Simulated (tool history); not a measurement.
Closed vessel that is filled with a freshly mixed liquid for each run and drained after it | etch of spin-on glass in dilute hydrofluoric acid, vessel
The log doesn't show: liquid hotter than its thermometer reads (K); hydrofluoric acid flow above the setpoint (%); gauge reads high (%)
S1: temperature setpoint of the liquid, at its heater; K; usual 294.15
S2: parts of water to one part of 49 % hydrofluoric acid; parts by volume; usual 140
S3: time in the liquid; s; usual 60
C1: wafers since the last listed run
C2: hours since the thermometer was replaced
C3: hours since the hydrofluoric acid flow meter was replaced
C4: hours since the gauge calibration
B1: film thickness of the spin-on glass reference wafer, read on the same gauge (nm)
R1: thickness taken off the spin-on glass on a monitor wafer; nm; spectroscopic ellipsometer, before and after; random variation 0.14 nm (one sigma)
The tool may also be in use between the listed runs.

{"run": 1, "hour": 0.0, "S1": 291.15, "S2": 140, "S3": 35, "C1": 0, "C2": 736.3, "C3": 1056.6, "C4": 1709.9, "B1": 150, "R1": 10.09}
{"run": 2, "hour": 98.8, "S1": 291.15, "S2": 140, "S3": 35, "C1": 12720, "C2": 835.1, "C3": 1155.4, "C4": 1808.7, "B1": 150.01, "R1": 10.08}
{"hour": 120.6, "done": "thermometer replaced"}
{"run": 3, "hour": 142.3, "S1": 297.15, "S2": 180, "S3": 60, "C1": 5472, "C2": 21.7, "C3": 1198.9, "C4": 1852.2, "B1": 150.01, "R1": 16.52}
{"run": 4, "hour": 233.9, "S1": 297.15, "S2": 180, "S3": 60, "C1": 11793, "C2": 113.3, "C3": 1290.5, "C4": 1943.8, "B1": 150.02, "R1": 16.59}
{"run": 5, "hour": 327.3, "S1": 294.15, "S2": 140, "S3": 60, "C1": 12025, "C2": 206.7, "C3": 1383.9, "C4": 2037.2, "B1": 150, "R1": 19.96}
{"hour": 353.9, "done": "hydrofluoric acid flow meter replaced"}
{"run": 6, "hour": 372.4, "S1": 294.15, "S2": 140, "S3": 60, "C1": 5678, "C2": 251.8, "C3": 18.5, "C4": 2082.3, "B1": 149.99, "R1": 18.84}
{"run": 7, "hour": 472.8, "S1": 297.15, "S2": 85, "S3": 60, "C1": 12926, "C2": 352.2, "C3": 118.9, "C4": 2182.7, "B1": 150.02, "R1": 37}
{"run": 8, "hour": 540.1, "S1": 297.15, "S2": 85, "S3": 60, "C1": 8665, "C2": 419.5, "C3": 186.2, "C4": 2250, "B1": 149.99, "R1": 37.8}
{"run": 9, "hour": 639.6, "S1": 294.15, "S2": 140, "S3": 60, "C1": 12811, "C2": 519, "C3": 285.7, "C4": 2349.5, "B1": 150, "R1": 18.85}
{"run": 10, "hour": 700.4, "S1": 294.15, "S2": 140, "S3": 60, "C1": 7828, "C2": 579.8, "C3": 346.5, "C4": 2410.3, "B1": 149.97, "R1": 19.12}
{"run": 11, "hour": 770.7, "S1": 294.15, "S2": 140, "S3": 60, "C1": 9051, "C2": 650.1, "C3": 416.8, "C4": 2480.6, "B1": 149.97, "R1": 19.11}
{"hour": 835.5, "done": "thermometer replaced"}
{"run": 12, "hour": 843.7, "S1": 291.15, "S2": 80, "S3": 30, "C1": 9270, "C2": 8.2, "C3": 489.8, "C4": 2553.6, "B1": 150.02, "R1": 15.9}
{"run": 13, "hour": 926.3, "S1": 291.15, "S2": 90, "S3": 80, "C1": 10635, "C2": 90.8, "C3": 572.4, "C4": 2636.2, "B1": 149.98, "R1": 37.03}
{"run": 14, "hour": 1004.3, "S1": 298.15, "S2": 115, "S3": 40, "C1": 10042, "C2": 168.8, "C3": 650.4, "C4": 2714.2, "B1": 150.02, "R1": 19.09}
{"run": 15, "hour": 1112.0, "S1": 294.15, "S2": 140, "S3": 60, "C1": 13866, "C2": 276.5, "C3": 758.1, "C4": 2821.9, "B1": 150.01, "R1": 19.49}
{"run": 16, "hour": 1158.9, "S1": 296.65, "S2": 140, "S3": 45, "C1": 6038, "C2": 323.4, "C3": 805, "C4": 2868.8, "B1": 150.02, "R1": 16.2}
{"run": 17, "hour": 1200.8, "S1": 297.65, "S2": 180, "S3": 95, "C1": 5394, "C2": 365.3, "C3": 846.9, "C4": 2910.7, "B1": 149.99, "R1": 26.65}
{"run": 18, "hour": 1298.8, "S1": 294.15, "S2": 140, "S3": 90, "C1": 12617, "C2": 463.3, "C3": 944.9, "C4": 3008.7, "B1": 150.02, "R1": 30.02}
{"run": 19, "hour": 1356.9, "S1": 296.15, "S2": 140, "S3": 60, "C1": 7480, "C2": 521.4, "C3": 1003, "C4": 3066.8, "B1": 149.97, "R1": 21.37}
{"run": 20, "hour": 1459.8, "S1": 294.15, "S2": 140, "S3": 60, "C1": 13248, "C2": 624.3, "C3": 1105.9, "C4": 3169.7, "B1": 150.03, "R1": 20.06}
{"run": 21, "hour": 1554.7, "S1": 294.15, "S2": 85, "S3": 35, "C1": 12218, "C2": 719.2, "C3": 1200.8, "C4": 3264.6, "B1": 149.99, "R1": 20.33}
{"run": 22, "hour": 1597.2, "S1": 297.15, "S2": 140, "S3": 85, "C1": 5472, "C2": 761.7, "C3": 1243.3, "C4": 3307.1, "B1": 150.03, "R1": 31.55}
{"hour": 1642.6, "done": "thermometer replaced"}
{"run": 23, "hour": 1647.0, "S1": 291.15, "S2": 200, "S3": 60, "C1": 6283, "C2": 4.4, "C3": 1293.1, "C4": 3356.9, "B1": 149.99, "R1": 11.69}
{"run": 24, "hour": 1689.9, "S1": 295.65, "S2": 195, "S3": 40, "C1": 5523, "C2": 47.3, "C3": 1336, "C4": 3399.8, "B1": 150.01, "R1": 9.64}
{"hour": 1749.0, "done": "gauge calibrated"}
{"run": 25, "hour": 1790.3, "S1": 291.65, "S2": 190, "S3": 60, "C1": 12926, "C2": 147.7, "C3": 1436.4, "C4": 41.3, "B1": 150.03, "R1": 12.92}
{"hour": 1796.4, "done": "hydrofluoric acid flow meter replaced"}
{"run": 26, "hour": 1838.4, "S1": 294.15, "S2": 140, "S3": 60, "C1": 6064, "C2": 195.8, "C3": 42, "C4": 89.4, "B1": 150, "R1": 18.52}
{"run": 27, "hour": 1875.6, "S1": 295.65, "S2": 140, "S3": 75, "C1": 4789, "C2": 233, "C3": 79.2, "C4": 126.6, "B1": 149.99, "R1": 25.08}
{"run": 28, "hour": 1963.7, "S1": 294.15, "S2": 165, "S3": 60, "C1": 11343, "C2": 321.1, "C3": 167.3, "C4": 214.7, "B1": 150.01, "R1": 15.63}

Forecast run 29:
{"run": 29, "hour": 2002.6, "S1": 294.15, "S2": 140, "S3": 60, "C1": 5008, "C2": 360, "C3": 206.2, "C4": 253.6, "B1": "?", "R1": "?"}

B1: 149.99
R1: 18.78 nm
Without the tool's hidden state the same run would have given R1 18.25 nm.

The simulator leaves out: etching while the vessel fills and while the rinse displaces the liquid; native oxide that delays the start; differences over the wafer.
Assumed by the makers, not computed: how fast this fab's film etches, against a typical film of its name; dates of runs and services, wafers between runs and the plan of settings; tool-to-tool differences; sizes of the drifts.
